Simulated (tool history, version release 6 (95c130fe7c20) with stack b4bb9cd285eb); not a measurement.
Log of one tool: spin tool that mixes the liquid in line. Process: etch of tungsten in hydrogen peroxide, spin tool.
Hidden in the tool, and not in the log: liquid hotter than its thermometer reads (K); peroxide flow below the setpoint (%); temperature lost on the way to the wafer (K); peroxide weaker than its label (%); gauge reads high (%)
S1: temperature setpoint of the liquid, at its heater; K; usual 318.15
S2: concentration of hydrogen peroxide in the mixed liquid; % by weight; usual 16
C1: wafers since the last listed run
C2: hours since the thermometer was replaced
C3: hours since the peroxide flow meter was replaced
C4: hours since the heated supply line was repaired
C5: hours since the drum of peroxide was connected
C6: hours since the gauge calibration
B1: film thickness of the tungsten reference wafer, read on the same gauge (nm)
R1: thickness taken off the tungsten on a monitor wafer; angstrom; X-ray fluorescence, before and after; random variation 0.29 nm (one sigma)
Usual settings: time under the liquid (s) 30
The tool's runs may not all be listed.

run 1 day=0 | S1=318.15 S2=16 time_under_the_liquid_(s)=30 | C1=0 C2=2505.9 C3=674.7 C4=20.5 C5=969 C6=309.1 | B1=99.98 | R1=379.1
run 2 day=0.275 | S1=318.15 S2=16 time_under_the_liquid_(s)=30 | C1=78 C2=2512.5 C3=681.3 C4=27.1 C5=975.6 C6=315.7 | B1=100.01 | R1=386.3
run 3 day=0.562 | S1=318.15 S2=16 time_under_the_liquid_(s)=20 | C1=82 C2=2519.4 C3=688.2 C4=34 C5=982.5 C6=322.6 | B1=100.01 | R1=254.9
run 4 day=1.283 | S1=323.15 S2=13 time_under_the_liquid_(s)=20 | C1=206 C2=2536.7 C3=705.5 C4=51.3 C5=999.8 C6=339.9 | B1=99.97 | R1=312.8
run 5 day=1.996 | S1=312.15 S2=16 time_under_the_liquid_(s)=30 | C1=204 C2=2553.8 C3=722.6 C4=68.4 C5=1016.9 C6=357 | B1=99.99 | R1=258.4
-- day=2.642 thermometer replaced
run 6 day=2.717 | S1=321.15 S2=18.5 time_under_the_liquid_(s)=35 | C1=194 C2=1.8 C3=739.9 C4=85.7 C5=1034.2 C6=374.3 | B1=100 | R1=576
run 7 day=3.362 | S1=325.15 S2=16 time_under_the_liquid_(s)=45 | C1=185 C2=17.3 C3=755.4 C4=101.2 C5=1049.7 C6=389.8 | B1=99.96 | R1=869.4
run 8 day=3.929 | S1=318.15 S2=16 time_under_the_liquid_(s)=30 | C1=162 C2=30.9 C3=769 C4=114.8 C5=1063.3 C6=403.4 | B1=100.01 | R1=379.7
-- day=4.112 gauge calibrated
-- day=4.379 peroxide flow meter replaced
run 9 day=4.392 | S1=318.15 S2=18.5 time_under_the_liquid_(s)=30 | C1=120 C2=42 C3=0.3 C4=125.9 C5=1074.4 C6=6.7 | B1=99.98 | R1=411.7
run 10 day=5.096 | S1=318.15 S2=16 time_under_the_liquid_(s)=30 | C1=201 C2=58.9 C3=17.2 C4=142.8 C5=1091.3 C6=23.6 | B1=100 | R1=385.4
run 11 day=5.696 | S1=325.65 S2=16 time_under_the_liquid_(s)=30 | C1=171 C2=73.3 C3=31.6 C4=157.2 C5=1105.7 C6=38 | B1=99.98 | R1=613
run 12 day=6.108 | S1=315.15 S2=16 time_under_the_liquid_(s)=40 | C1=118 C2=83.2 C3=41.5 C4=167.1 C5=1115.6 C6=47.9 | B1=99.97 | R1=420.5
run 13 day=6.471 | S1=312.65 S2=12 time_under_the_liquid_(s)=15 | C1=103 C2=91.9 C3=50.2 C4=175.8 C5=1124.3 C6=56.6 | B1=100.03 | R1=117.6
-- day=7.075 new drum of peroxide connected
run 14 day=7.117 | S1=325.65 S2=13.5 time_under_the_liquid_(s)=40 | C1=173 C2=107.4 C3=65.7 C4=191.3 C5=1 C6=72.1 | B1=99.95 | R1=743.6
run 15 day=7.579 | S1=315.15 S2=18 time_under_the_liquid_(s)=30 | C1=132 C2=118.5 C3=76.8 C4=202.4 C5=12.1 C6=83.2 | B1=100.02 | R1=334.7
run 16 day=8.079 | S1=315.65 S2=16 time_under_the_liquid_(s)=15 | C1=143 C2=130.5 C3=88.8 C4=214.4 C5=24.1 C6=95.2 | B1=99.96 | R1=163.5
run 17 day=8.721 | S1=318.15 S2=21 time_under_the_liquid_(s)=30 | C1=183 C2=145.9 C3=104.2 C4=229.8 C5=39.5 C6=110.6 | B1=100 | R1=440.8
run 18 day=9.171 | S1=315.65 S2=18 time_under_the_liquid_(s)=30 | C1=128 C2=156.7 C3=115 C4=240.6 C5=50.3 C6=121.4 | B1=100.06 | R1=349.8
run 19 day=9.817 | S1=313.65 S2=16 time_under_the_liquid_(s)=30 | C1=185 C2=172.2 C3=130.5 C4=256.1 C5=65.8 C6=136.9 | B1=99.97 | R1=285.7
run 20 day=10.283 | S1=318.15 S2=16 time_under_the_liquid_(s)=30 | C1=133 C2=183.4 C3=141.7 C4=267.3 C5=77 C6=148.1 | B1=99.96 | R1=379.5
run 21 day=10.738 | S1=324.65 S2=14.5 time_under_the_liquid_(s)=15 | C1=130 C2=194.3 C3=152.6 C4=278.2 C5=87.9 C6=159 | B1=99.99 | R1=271
run 22 day=11.454 | S1=315.65 S2=19 time_under_the_liquid_(s)=15 | C1=205 C2=211.5 C3=169.8 C4=295.4 C5=105.1 C6=176.2 | B1=99.95 | R1=178.4
run 23 day=12.004 | S1=318.15 S2=16 time_under_the_liquid_(s)=30 | C1=157 C2=224.7 C3=183 C4=308.6 C5=118.3 C6=189.4 | B1=100 | R1=380
run 24 day=12.433 | S1=324.15 S2=16 time_under_the_liquid_(s)=30 | C1=122 C2=235 C3=193.3 C4=318.9 C5=128.6 C6=199.7 | B1=100.02 | R1=553
run 25 day=13.075 | S1=318.15 S2=12 time_under_the_liquid_(s)=30 | C1=183 C2=250.4 C3=208.7 C4=334.3 C5=144 C6=215.1 | B1=100 | R1=331.9
run 26 day=13.479 | S1=315.15 S2=18 time_under_the_liquid_(s)=30 | C1=115 C2=260.1 C3=218.4 C4=344 C5=153.7 C6=224.8 | B1=100 | R1=336.2
run 27 day=14.158 | S1=313.15 S2=16 time_under_the_liquid_(s)=30 | C1=194 C2=276.4 C3=234.7 C4=360.3 C5=170 C6=241.1 | B1=99.99 | R1=278.5

3 ways to go on from here, each from the tool as it stands after run 27. What would each give?
run A day=14.175 | S1=318.15 S2=16 time_under_the_liquid_(s)=30 | C1=4 C2=276.8 C3=235.1 C4=360.7 C5=170.4 C6=241.5 | B1=? | R1=?
run B day=14.175 | S1=318.15 S2=12.5 time_under_the_liquid_(s)=30 | C1=4 C2=276.8 C3=235.1 C4=360.7 C5=170.4 C6=241.5 | B1=? | R1=?
run C day=14.175 | S1=326.65 S2=12 time_under_the_liquid_(s)=20 | C1=4 C2=276.8 C3=235.1 C4=360.7 C5=170.4 C6=241.5 | B1=? | R1=?

run=A B1=100.02 R1=382.5
run=B B1=100.02 R1=338.1
run=C B1=100.02 R1=372.3
Without the tool's hidden state the same runs would have given:
run=A R1=382.5
run=B R1=338.1
run=C R1=372.3
